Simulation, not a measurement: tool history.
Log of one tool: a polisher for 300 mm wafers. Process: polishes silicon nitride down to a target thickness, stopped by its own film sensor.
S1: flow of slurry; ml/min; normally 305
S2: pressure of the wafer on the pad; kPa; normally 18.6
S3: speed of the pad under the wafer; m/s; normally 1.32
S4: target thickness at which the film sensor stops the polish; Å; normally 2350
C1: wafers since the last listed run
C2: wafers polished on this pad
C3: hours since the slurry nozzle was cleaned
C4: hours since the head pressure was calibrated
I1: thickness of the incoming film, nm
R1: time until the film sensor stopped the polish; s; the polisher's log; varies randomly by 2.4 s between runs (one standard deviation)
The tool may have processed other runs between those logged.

run   hour   S1    S2    S3    S4   C1   C2     C3     C4     I1     R1
  1      0  305  18.6  1.32  2350    0  770    7.6  236.7  459.9  131.3
      18.4  -- worn pad replaced by a new one
  2   18.9  305  18.6  1.66  2350  172    5   26.5  255.6  468.4  119.6
  3   32.9  305  18.6  1.32  2350  162  168   40.5  269.6  458.7  134.7
  4     65  305  18.6  1.32  2350  371  539   72.6  301.7  464.6  134.4
  5   78.5  305  18.6  1.32  2350  156  696   86.1  315.2  461.6  134.1
     103.1  -- worn pad replaced by a new one
  6  103.6  305  18.6  1.32  2350  244    6  111.2  340.3    463  135.4
  7  133.5  305  18.6  1.32  2350  346  352  141.1  370.2  459.8  133.7
  8  154.1  305  18.6  1.32  2350  238  591  161.7  390.8  466.4  137.6
     156.9  -- head pressure recalibrated
     188.1  -- worn pad replaced by a new one
  9  188.6  265  18.6  1.32  2350  330    5  196.2   31.7  468.1  136.6
 10  215.8  305  18.6  1.32  2350  315  320  223.4   58.9  455.2  127.8
 11  236.1  305  13.1  1.32  1820  235  556  243.7   79.2    459  240.3
     249.5  -- slurry nozzle cleaned
     259.1  -- worn pad replaced by a new one
 12  260.2  355  14.5  1.08  2740  221   13   10.7  103.3  459.6  157.2
 13  292.4  230  23.4  1.32  2350  372  386   42.9  135.5  462.7  106.8
 14  318.3  305  13.1  1.32  1820  300  686   68.8  161.4  461.1  228.6

Run 15, settings as shown, results not yet in. Your forecast:
 15   338  230  23.4  1.32  2350  228  914  88.5  181.1  462.8   ?

R1: 110.6 s
Minus the tool's unlogged condition, the same run would have read R1 110.6 s.
